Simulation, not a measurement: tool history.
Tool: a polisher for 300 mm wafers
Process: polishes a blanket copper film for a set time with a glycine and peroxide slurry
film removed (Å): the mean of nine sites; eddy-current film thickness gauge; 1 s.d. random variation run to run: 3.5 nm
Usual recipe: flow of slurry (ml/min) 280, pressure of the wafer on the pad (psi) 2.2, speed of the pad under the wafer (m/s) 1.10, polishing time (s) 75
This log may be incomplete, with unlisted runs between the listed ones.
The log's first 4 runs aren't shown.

run	hour	flow of slurry (ml/min)	pressure of the wafer on the pad (psi)	speed of the pad under the wafer (m/s)	polishing time (s)	wafers since the last listed run	wafers polished on this pad	hours since the slurry nozzle was cleaned	hours since the head pressure was calibrated	incoming thickness of the incoming film, nm	film removed (Å)
5	109.6	280	2.2	1.10	75	207	570	475.4	859.8	1915.0	2990
6	141.8	280	2.2	1.10	75	199	769	507.6	892.0	1880.9	2981
7	170.4	280	2.2	1.10	75	176	946	536.2	920.6	1882.7	2980
# hour 184.4: worn pad replaced by a new one
8	188.8	280	2.2	1.10	75	89	27	554.6	939.0	1921.7	3372
9	217.7	280	2.2	1.10	75	178	205	583.5	967.9	1901.6	3241
10	243.5	280	2.2	1.10	75	159	365	609.3	993.7	1902.6	3115
11	265.8	280	2.2	1.10	75	137	503	631.6	1016.0	1896.3	3102
# hour 272.0: slurry nozzle cleaned
12	282.4	280	2.2	1.10	75	96	599	10.4	1032.6	1912.9	3112
13	299.7	280	2.2	1.10	75	106	706	27.7	1049.9	1889.9	3050
14	321.0	280	2.2	1.10	75	131	838	49.0	1071.2	1933.9	2997
15	344.1	200	2.2	1.10	75	142	980	72.1	1094.3	1934.2	2950
# hour 351.6: worn pad replaced by a new one
16	373.8	200	2.2	1.10	75	158	137	101.8	1124.0	1883.9	3047
17	404.2	280	2.2	1.10	75	187	325	132.2	1154.4	1891.2	3161
18	439.8	280	2.2	1.22	75	220	545	167.8	1190.0	1910.3	3321
19	465.3	280	2.2	1.10	75	157	702	193.3	1215.5	1877.7	3064
20	500.6	250	2.8	0.76	98	218	921	228.6	1250.8	1896.1	3316
21	527.0	310	3.0	0.72	50	163	1084	255.0	1277.2	1920.8	1765
# hour 536.5: head pressure recalibrated
# hour 543.1: worn pad replaced by a new one
22	548.1	280	1.8	1.10	52	93	30	276.1	11.6	1904.9	1879
23	561.9	230	2.8	0.92	100	85	115	289.9	25.4	1917.1	3934
24	579.0	220	2.2	1.10	75	105	221	307.0	42.5	1934.8	2817
25	608.7	350	1.5	1.24	96	183	405	336.7	72.2	1906.6	3230
26	624.3	350	2.2	1.20	75	96	501	352.3	87.8	1915.7	3116
27	655.5	280	2.2	1.10	75	192	694	383.5	119.0	1881.0	2793
28	678.6	280	2.7	1.10	84	142	837	406.6	142.1	1885.2	3596

For run 29, what comes out?
29	703.8	205	2.4	1.24	51	155	993	431.8	167.3	1932.6	?

{"run 29": {"film removed (Å)": 2129}}
With the hidden condition absent and the run-to-run variation left alone, this run would have shown film removed (Å) 2405.
